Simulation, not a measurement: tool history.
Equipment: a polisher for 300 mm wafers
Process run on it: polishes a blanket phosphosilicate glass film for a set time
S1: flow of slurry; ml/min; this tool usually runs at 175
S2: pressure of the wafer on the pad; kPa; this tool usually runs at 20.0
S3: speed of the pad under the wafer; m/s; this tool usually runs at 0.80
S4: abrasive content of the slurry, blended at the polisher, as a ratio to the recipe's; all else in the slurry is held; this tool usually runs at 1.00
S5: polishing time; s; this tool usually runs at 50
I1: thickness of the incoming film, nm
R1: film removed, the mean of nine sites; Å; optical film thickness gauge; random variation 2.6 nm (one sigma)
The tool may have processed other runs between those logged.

Run 1, day 0.000: usual settings; I1 2717.0. Result: R1 3007 Å.
At day 0.675: head pressure recalibrated.
Run 2, day 1.346: usual settings but S3 0.64 m/s; I1 2685.0. Result: R1 2515 Å.
At day 3.408: worn pad replaced by a new one.
Run 3, day 4.292: usual settings but S3 0.64 m/s; I1 2708.4. Result: R1 2505 Å.
Run 4, day 6.117: usual settings but S1 190 ml/min; I1 2731.5. Result: R1 2958 Å.
Run 5, day 8.188: usual settings but S1 135 ml/min; I1 2708.1. Result: R1 2760 Å.
Run 6, day 10.646: usual settings but S2 24.1 kPa, S5 64 s; I1 2720.1. Result: R1 4387 Å.
At day 12.771: slurry blender recalibrated.
Run 7, day 12.792: usual settings; I1 2678.5. Result: R1 2893 Å.
Run 8, day 15.521: usual settings but S1 130 ml/min, S3 0.94 m/s, S4 1.20; I1 2707.6. Result: R1 3310 Å.
Run 9, day 16.912: usual settings; I1 2742.0. Result: R1 2916 Å.
Run 10, day 18.404: usual settings but S4 0.80; I1 2689.9. Result: R1 2515 Å.
At day 21.004: conditioning disc replaced and pad reconditioned.
At day 22.404: worn pad replaced by a new one.
Run 11, day 22.425: usual settings but S5 45 s; I1 2765.9. Result: R1 2674 Å.
Run 12, day 23.371: usual settings but S3 0.70 m/s; I1 2703.4. Result: R1 2698 Å.
At day 24.100: slurry nozzle cleaned.
Run 13, day 25.404: usual settings but S2 23.4 kPa, S3 0.92 m/s; I1 2733.8. Result: R1 3716 Å.
Run 14, day 27.908: usual settings but S4 1.15; I1 2691.7. Result: R1 3069 Å.
Run 15, day 30.500: usual settings but S3 1.02 m/s, S5 61 s; I1 2720.9. Result: R1 4133 Å.
At day 31.267: head pressure recalibrated.
Run 16, day 32.058: usual settings but S3 0.64 m/s; I1 2671.7. Result: R1 2406 Å.
At day 33.100: slurry blender recalibrated.
Run 17, day 34.512: usual settings but S1 145 ml/min, S2 26.2 kPa, S4 0.75, S5 55 s; I1 2720.1. Result: R1 3314 Å.
Run 18, day 37.433: usual settings but S3 0.98 m/s, S4 0.90; I1 2705.2. Result: R1 3121 Å.
At day 38.142: worn pad replaced by a new one.
At day 38.642: conditioning disc replaced and pad reconditioned.
Run 19, day 38.846: usual settings; I1 2729.4. Result: R1 2985 Å.
Run 20, day 40.212: usual settings but S1 155 ml/min, S4 1.15; I1 2680.5. Result: R1 3159 Å.
Run 21, day 42.954: usual settings but S1 135 ml/min, S3 0.96 m/s, S4 1.25, S5 57 s; I1 2734.9. Result: R1 4049 Å.
Run 22, day 45.108: usual settings but S1 120 ml/min, S4 1.20; I1 2744.6. Result: R1 2955 Å.
Run 23, day 46.238: usual settings but S3 1.04 m/s, S5 33 s; I1 2734.3. Result: R1 2387 Å.
Run 24, day 48.762: usual settings but S2 23.4 kPa, S3 0.54 m/s, S5 33 s; I1 2703.6. Result: R1 1655 Å.
Run 25, day 51.462: usual settings but S2 26.2 kPa, S3 0.58 m/s, S4 1.15, S5 43 s; I1 2697.8. Result: R1 2717 Å.

A few steps of R1 between consecutive runs. Split each: what settings, incoming material and random variation would produce without the hidden state, and what is left over for the hidden state, along with gauge scatter present in only one of the two compared results (measured, and without hidden state):
What the log doesn't record here: removal rate lost through wear of the pad, %; slurry flow missing at the pad, %; deviation of the head's pressure from its setpoint, %; abrasive missing from the slurry, %; time polished since the conditioner stopped cutting, s.
Run 5 -> 6: S1 135 -> 175, S2 20.0 -> 24.1, S5 50 -> 64. R1 +1627 Å: hidden state -157, all else +1784.
Run 15 -> 16: S3 1.02 -> 0.64, S5 61 -> 50, head pressure recalibrated. R1 -1727 Å: hidden state +177, all else -1904.
Run 18 -> 19: S3 0.98 -> 0.80, S4 0.90 -> 1.00, worn pad replaced by a new one, conditioning disc replaced and pad reconditioned. R1 -136 Å: hidden state +245, all else -381.
